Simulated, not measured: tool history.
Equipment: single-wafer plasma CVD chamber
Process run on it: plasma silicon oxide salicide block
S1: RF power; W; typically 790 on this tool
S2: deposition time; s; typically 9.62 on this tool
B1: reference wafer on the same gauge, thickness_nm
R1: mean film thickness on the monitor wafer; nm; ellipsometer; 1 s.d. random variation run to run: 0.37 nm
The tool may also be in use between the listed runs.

{"run": 1, "hour": 0.0, "S1": 790, "S2": 9.62, "B1": 100.03, "R1": 116.386}
{"run": 2, "hour": 35.3, "S1": 790, "S2": 9.62, "B1": 100.012, "R1": 116.031}
{"run": 3, "hour": 66.5, "S1": 790, "S2": 9.62, "B1": 99.973, "R1": 116.354}
{"run": 4, "hour": 94.4, "S1": 790, "S2": 9.62, "B1": 100.05, "R1": 115.315}
{"run": 5, "hour": 128.5, "S1": 790, "S2": 9.62, "B1": 100.035, "R1": 116.02}
{"run": 6, "hour": 152.3, "S1": 790, "S2": 9.62, "B1": 99.994, "R1": 115.795}
{"run": 7, "hour": 187.1, "S1": 910, "S2": 9.62, "B1": 99.964, "R1": 122.528}
{"run": 8, "hour": 210.4, "S1": 910, "S2": 9.62, "B1": 99.984, "R1": 122.427}
{"run": 9, "hour": 240.9, "S1": 910, "S2": 9.62, "B1": 99.959, "R1": 121.974}
{"run": 10, "hour": 279.3, "S1": 790, "S2": 9.62, "B1": 100.013, "R1": 115.221}
{"run": 11, "hour": 292.8, "S1": 755, "S2": 9.62, "B1": 100.036, "R1": 112.976}
{"run": 12, "hour": 323.6, "S1": 715, "S2": 10.76, "B1": 99.952, "R1": 124.489}
{"run": 13, "hour": 340.8, "S1": 790, "S2": 9.62, "B1": 100.015, "R1": 114.898}
{"run": 14, "hour": 362.8, "S1": 645, "S2": 8.86, "B1": 99.952, "R1": 96.664}
{"run": 15, "hour": 390.3, "S1": 715, "S2": 8.66, "B1": 100.022, "R1": 99.596}
{"run": 16, "hour": 405.9, "S1": 675, "S2": 8.94, "B1": 100.015, "R1": 100.083}
{"run": 17, "hour": 430.2, "S1": 870, "S2": 10.16, "B1": 99.903, "R1": 128.141}
{"run": 18, "hour": 455.7, "S1": 905, "S2": 11.35, "B1": 99.967, "R1": 144.926}
{"run": 19, "hour": 474.2, "S1": 840, "S2": 9.07, "B1": 100.013, "R1": 112.91}
{"run": 20, "hour": 502.2, "S1": 875, "S2": 8.12, "B1": 100.008, "R1": 102.76}
{"run": 21, "hour": 606.2, "S1": 890, "S2": 8.07, "B1": 99.987, "R1": 102.344}
{"run": 22, "hour": 636.1, "S1": 790, "S2": 9.62, "B1": 100.001, "R1": 116.825}
{"run": 23, "hour": 668.2, "S1": 840, "S2": 11.28, "B1": 99.998, "R1": 139.643}

Taken out of this log: 3 entries between the listed runs. Where each belongs, and how the hidden state differs across it:
Runs 8 to 9: showerhead replaced (hour 233.6)
  delivered RF power above the setpoint (%): -2.61 -> -2.83
  the result without the hidden state subtracted from the measured one, R1: -1.303 -> -1.412 nm
Runs 16 to 17: RF generator calibrated (hour 429.7)
  delivered RF power above the setpoint (%): -4.2 -> -0.382
  the result without the hidden state subtracted from the measured one, R1: -1.742 -> -0.196 nm
Runs 18 to 19: gauge calibrated (hour 456.5)
  delivered RF power above the setpoint (%): -0.386 -> -0.393
  the result without the hidden state subtracted from the measured one, R1: -0.224 -> -0.178 nm
